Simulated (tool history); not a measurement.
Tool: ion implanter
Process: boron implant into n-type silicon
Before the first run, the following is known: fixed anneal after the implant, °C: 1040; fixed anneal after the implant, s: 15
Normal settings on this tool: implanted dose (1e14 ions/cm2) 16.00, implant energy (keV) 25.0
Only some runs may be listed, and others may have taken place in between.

run    hour  implanted dose (1e14 ions/cm2)  implant energy (keV)  wafers since the last listed run  hours since the last dose calibration  hours since the extraction supply was calibrated  hours since the gauge calibration  read-back reference wafer on the same gauge, sheet resistance  sheet resistance of the implanted and annealed layer (ohm/square)
  1     0.0                           16.00                  25.0                                 0                                 1960.3                                            3236.0                              439.5                                                          79.56                                                              80.60
  2    34.7                           16.00                  25.0                               483                                 1995.0                                            3270.7                              474.2                                                          79.59                                                              81.23
  3    70.7                           16.00                  30.0                               502                                 2031.0                                            3306.7                              510.2                                                          79.66                                                              78.94
  4    95.7                           16.00                  30.0                               348                                 2056.0                                            3331.7                              535.2                                                          79.60                                                              79.66
  5   109.2                           16.00                  25.0                               188                                 2069.5                                            3345.2                              548.7                                                          79.59                                                              79.82
  6   121.4                           16.00                  25.0                               170                                 2081.7                                            3357.4                              560.9                                                          79.60                                                              80.45
  7   143.4                           17.42                  29.0                               306                                 2103.7                                            3379.4                              582.9                                                          79.61                                                              74.11
  8   176.7                           17.42                  29.0                               464                                 2137.0                                            3412.7                              616.2                                                          79.50                                                              73.63
  9   190.3                           17.42                  29.0                               189                                 2150.6                                            3426.3                              629.8                                                          79.66                                                              74.15
 10   222.4                           17.19                  20.0                               447                                 2182.7                                            3458.4                              661.9                                                          79.57                                                              79.00
 11   251.6                           17.19                  20.0                               407                                 2211.9                                            3487.6                              691.1                                                          79.69                                                              78.69
 12   280.4                           17.19                  20.0                               401                                 2240.7                                            3516.4                              719.9                                                          79.59                                                              78.90
 13   304.8                           14.61                  25.0                               340                                 2265.1                                            3540.8                              744.3                                                          79.61                                                              86.42
 14   331.3                           14.61                  25.0                               369                                 2291.6                                            3567.3                              770.8                                                          79.56                                                              87.03
 15   360.9                           16.00                  31.5                               412                                 2321.2                                            3596.9                              800.4                                                          79.47                                                              79.26
      369.9  -- gauge calibrated
 16   387.8                           16.00                  31.5                               375                                 2348.1                                            3623.8                               17.9                                                          79.53                                                              78.81
 17   420.6                           16.00                  31.5                               457                                 2380.9                                            3656.6                               50.7                                                          79.56                                                              79.29
      436.6  -- Faraday cup replaced and dose calibrated
 18   437.1                           16.00                  25.0                               118                                    0.5                                            3673.1                               67.2                                                          79.62                                                              80.59
 19   453.4                           16.00                  25.0                               227                                   16.8                                            3689.4                               83.5                                                          79.61                                                              80.68
 20   484.1                           11.57                  21.0                               428                                   47.5                                            3720.1                              114.2                                                          79.55                                                             106.83
 21   509.2                           16.00                  27.5                               350                                   72.6                                            3745.2                              139.3                                                          79.62                                                              79.97
 22   542.2                           17.23                  25.0                               460                                  105.6                                            3778.2                              172.3                                                          79.51                                                              75.21
 23   555.0                           16.00                  25.0                               178                                  118.4                                            3791.0                              185.1                                                          79.59                                                              81.18
      588.2  -- extraction supply calibrated
 24   588.7                           16.00                  17.5                               358                                  152.1                                               0.5                              218.8                                                          79.69                                                              84.50
 25   611.5                           20.42                  21.5                               317                                  174.9                                              23.3                              241.6                                                          79.54                                                              68.79
 26   638.6                           16.00                  29.5                               377                                  202.0                                              50.4                              268.7                                                          79.63                                                              78.58
 27   670.1                           12.48                  20.0                               439                                  233.5                                              81.9                              300.2                                                          79.59                                                             100.53
 28   700.0                           11.70                  18.5                               416                                  263.4                                             111.8                              330.1                                                          79.55                                                             107.49
 29   726.2                           16.00                  25.0                               365                                  289.6                                             138.0                              356.3                                                          79.57                                                              80.86
 30   738.5                           19.28                  25.0                               171                                  301.9                                             150.3                              368.6                                                          79.53                                                              69.66
 31   844.9                           11.85                  25.0                              1483                                  408.3                                             256.7                              475.0                                                          79.52                                                             103.87
 32   868.9                           16.00                  25.0                               334                                  432.3                                             280.7                              499.0                                                          79.59                                                              81.40
 33   902.7                           11.27                  29.5                               471                                  466.1                                             314.5                              532.8                                                          79.55                                                             106.18
 34   937.9                           13.75                  20.0                               490                                  501.3                                             349.7                              568.0                                                          79.71                                                              93.50
 35   956.1                           16.00                  25.0                               253                                  519.5                                             367.9                              586.2                                                          79.51                                                              80.96
 36   978.3                           19.01                  28.0                               309                                  541.7                                             390.1                              608.4                                                          79.57                                                              69.60
 37  1001.2                           16.00                  25.0                               319                                  564.6                                             413.0                              631.3                                                          79.71                                                              80.78
 38  1020.3                           16.00                  28.0                               266                                  583.7                                             432.1                              650.4                                                          79.49                                                              79.20

4 ways to go on from here, each from the tool as it stands after run 38. What would each give?
  A  1020.7                           16.00                  25.0                                 5                                  584.1                                             432.5                              650.8                                                              ?                                                                  ?
  B  1020.7                           11.33                  20.5                                 5                                  584.1                                             432.5                              650.8                                                              ?                                                                  ?
  C  1020.7                           20.30                  30.0                                 5                                  584.1                                             432.5                              650.8                                                              ?                                                                  ?
  D  1020.7                           18.81                  29.5                                 5                                  584.1                                             432.5                              650.8                                                              ?                                                                  ?

run  read-back reference wafer on the same gauge, sheet resistance  sheet resistance of the implanted and annealed layer (ohm/square)
  A                                                          79.62                                                              81.21
  B                                                          79.62                                                             109.87
  C                                                          79.62                                                              65.97
  D                                                          79.62                                                              70.10
What these runs would have given with no unlogged condition in the tool:
run  sheet resistance of the implanted and annealed layer (ohm/square)
  A                                                              81.21
  B                                                             109.87
  C                                                              65.97
  D                                                              70.10
